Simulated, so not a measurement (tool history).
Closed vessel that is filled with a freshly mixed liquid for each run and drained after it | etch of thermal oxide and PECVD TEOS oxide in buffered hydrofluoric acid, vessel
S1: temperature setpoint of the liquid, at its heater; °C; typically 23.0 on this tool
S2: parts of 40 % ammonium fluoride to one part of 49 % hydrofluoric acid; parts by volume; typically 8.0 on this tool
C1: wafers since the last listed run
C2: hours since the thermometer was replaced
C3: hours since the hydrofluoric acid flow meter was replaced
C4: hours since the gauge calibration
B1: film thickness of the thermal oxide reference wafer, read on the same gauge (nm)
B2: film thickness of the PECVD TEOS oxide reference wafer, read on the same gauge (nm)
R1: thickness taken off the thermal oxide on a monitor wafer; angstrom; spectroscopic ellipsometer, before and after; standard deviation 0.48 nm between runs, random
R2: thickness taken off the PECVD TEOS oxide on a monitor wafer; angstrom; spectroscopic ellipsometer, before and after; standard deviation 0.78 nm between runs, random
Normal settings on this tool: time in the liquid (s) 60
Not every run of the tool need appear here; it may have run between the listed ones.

run 1 day=0.000 | S1=23.0 S2=8.0 time_in_the_liquid_(s)=60 | C1=0 C2=557.2 C3=2073.9 C4=178.7 | B1=120.01 B2=140.02 | R1=852.9 R2=2010.0
run 2 day=0.329 | S1=23.0 S2=6.5 time_in_the_liquid_(s)=60 | C1=931 C2=565.1 C3=2081.8 C4=186.6 | B1=120.01 B2=140.00 | R1=1035.0 R2=2487.2
run 3 day=0.700 | S1=23.0 S2=6.5 time_in_the_liquid_(s)=60 | C1=1049 C2=574.0 C3=2090.7 C4=195.5 | B1=120.00 B2=140.00 | R1=1032.0 R2=2488.1
run 4 day=1.100 | S1=23.0 S2=8.0 time_in_the_liquid_(s)=80 | C1=1132 C2=583.6 C3=2100.3 C4=205.1 | B1=120.01 B2=139.99 | R1=1120.5 R2=2695.2
run 5 day=1.592 | S1=19.0 S2=6.0 time_in_the_liquid_(s)=60 | C1=1391 C2=595.4 C3=2112.1 C4=216.9 | B1=119.99 B2=140.00 | R1=899.7 R2=2143.5
run 6 day=2.162 | S1=19.0 S2=6.0 time_in_the_liquid_(s)=60 | C1=1615 C2=609.1 C3=2125.8 C4=230.6 | B1=120.00 B2=140.01 | R1=904.1 R2=2151.3
-- day=2.421 thermometer replaced
-- day=2.675 hydrofluoric acid flow meter replaced
run 7 day=2.875 | S1=23.0 S2=6.0 time_in_the_liquid_(s)=60 | C1=1780 C2=10.9 C3=4.8 C4=247.7 | B1=120.00 B2=140.00 | R1=1024.8 R2=2444.0
run 8 day=3.354 | S1=23.0 S2=6.0 time_in_the_liquid_(s)=60 | C1=1356 C2=22.4 C3=16.3 C4=259.2 | B1=120.01 B2=139.99 | R1=1029.7 R2=2452.8
run 9 day=4.025 | S1=23.0 S2=8.0 time_in_the_liquid_(s)=60 | C1=1898 C2=38.5 C3=32.4 C4=275.3 | B1=120.01 B2=140.01 | R1=783.0 R2=1862.5
run 10 day=4.288 | S1=23.0 S2=8.0 time_in_the_liquid_(s)=70 | C1=743 C2=44.8 C3=38.7 C4=281.6 | B1=120.00 B2=140.01 | R1=905.2 R2=2183.3
run 11 day=4.667 | S1=23.0 S2=10.5 time_in_the_liquid_(s)=40 | C1=1073 C2=53.9 C3=47.8 C4=290.7 | B1=120.01 B2=140.00 | R1=411.9 R2=973.8
run 12 day=4.942 | S1=25.5 S2=10.0 time_in_the_liquid_(s)=80 | C1=778 C2=60.5 C3=54.4 C4=297.3 | B1=120.00 B2=139.98 | R1=986.5 R2=2333.7
run 13 day=5.404 | S1=23.0 S2=8.0 time_in_the_liquid_(s)=60 | C1=1309 C2=71.6 C3=65.5 C4=308.4 | B1=120.00 B2=140.00 | R1=784.0 R2=1864.3
run 14 day=5.988 | S1=23.0 S2=7.0 time_in_the_liquid_(s)=60 | C1=1651 C2=85.6 C3=79.5 C4=322.4 | B1=120.00 B2=140.02 | R1=908.1 R2=2170.3
run 15 day=6.467 | S1=26.0 S2=10.0 time_in_the_liquid_(s)=80 | C1=1356 C2=97.1 C3=91.0 C4=333.9 | B1=120.01 B2=139.99 | R1=1015.1 R2=2434.6
run 16 day=7.171 | S1=23.0 S2=8.0 time_in_the_liquid_(s)=60 | C1=1993 C2=114.0 C3=107.9 C4=350.8 | B1=120.00 B2=140.01 | R1=785.2 R2=1895.9
-- day=7.179 gauge calibrated
run 17 day=7.708 | S1=23.0 S2=9.5 time_in_the_liquid_(s)=70 | C1=1521 C2=126.9 C3=120.8 C4=12.7 | B1=119.99 B2=140.01 | R1=783.6 R2=1869.0
run 18 day=8.388 | S1=25.0 S2=6.5 time_in_the_liquid_(s)=30 | C1=1922 C2=143.2 C3=137.1 C4=29.0 | B1=119.99 B2=140.00 | R1=542.2 R2=1287.7
run 19 day=9.092 | S1=23.0 S2=8.0 time_in_the_liquid_(s)=60 | C1=1993 C2=160.1 C3=154.0 C4=45.9 | B1=120.01 B2=140.01 | R1=790.1 R2=1893.2
run 20 day=9.442 | S1=23.0 S2=8.0 time_in_the_liquid_(s)=60 | C1=990 C2=168.5 C3=162.4 C4=54.3 | B1=120.02 B2=139.98 | R1=786.0 R2=1897.6
run 21 day=9.758 | S1=23.0 S2=6.0 time_in_the_liquid_(s)=95 | C1=896 C2=176.1 C3=170.0 C4=61.9 | B1=119.98 B2=139.98 | R1=1651.2 R2=3951.2
run 22 day=10.179 | S1=26.0 S2=10.5 time_in_the_liquid_(s)=60 | C1=1191 C2=186.2 C3=180.1 C4=72.0 | B1=119.98 B2=139.99 | R1=737.6 R2=1755.7
run 23 day=10.546 | S1=19.0 S2=7.0 time_in_the_liquid_(s)=90 | C1=1037 C2=195.0 C3=188.9 C4=80.8 | B1=120.01 B2=140.01 | R1=1105.6 R2=2656.4
run 24 day=10.804 | S1=23.0 S2=7.0 time_in_the_liquid_(s)=75 | C1=731 C2=201.2 C3=195.1 C4=87.0 | B1=119.99 B2=140.00 | R1=1150.7 R2=2749.3
run 25 day=11.212 | S1=26.5 S2=6.5 time_in_the_liquid_(s)=80 | C1=1155 C2=211.0 C3=204.9 C4=96.8 | B1=120.02 B2=140.00 | R1=1588.9 R2=3805.8

Each row is a separate what-if for the run after 25, all from the same tool condition, not one after another. Results?
run A day=11.242 | S1=23.0 S2=8.0 time_in_the_liquid_(s)=60 | C1=82 C2=211.7 C3=205.6 C4=97.5 | B1=? B2=? | R1=? R2=?
run B day=11.242 | S1=23.0 S2=8.0 time_in_the_liquid_(s)=40 | C1=82 C2=211.7 C3=205.6 C4=97.5 | B1=? B2=? | R1=? R2=?
run C day=11.242 | S1=23.0 S2=10.5 time_in_the_liquid_(s)=80 | C1=82 C2=211.7 C3=205.6 C4=97.5 | B1=? B2=? | R1=? R2=?
run D day=11.242 | S1=23.0 S2=6.0 time_in_the_liquid_(s)=35 | C1=82 C2=211.7 C3=205.6 C4=97.5 | B1=? B2=? | R1=? R2=?
run E day=11.242 | S1=25.5 S2=8.0 time_in_the_liquid_(s)=60 | C1=82 C2=211.7 C3=205.6 C4=97.5 | B1=? B2=? | R1=? R2=?

run=A B1=119.99 B2=140.01 R1=809.1 R2=1913.2
run=B B1=119.99 B2=140.01 R1=539.4 R2=1275.5
run=C B1=119.99 B2=140.01 R1=847.4 R2=2003.6
run=D B1=119.99 B2=140.01 R1=623.1 R2=1473.4
run=E B1=119.99 B2=140.01 R1=926.3 R2=2190.4
Without the tool's hidden state the same runs would have given:
run=A R1=777.9 R2=1839.3
run=B R1=518.6 R2=1226.2
run=C R1=814.6 R2=1926.2
run=D R1=599.1 R2=1416.6
run=E R1=891.1 R2=2107.2
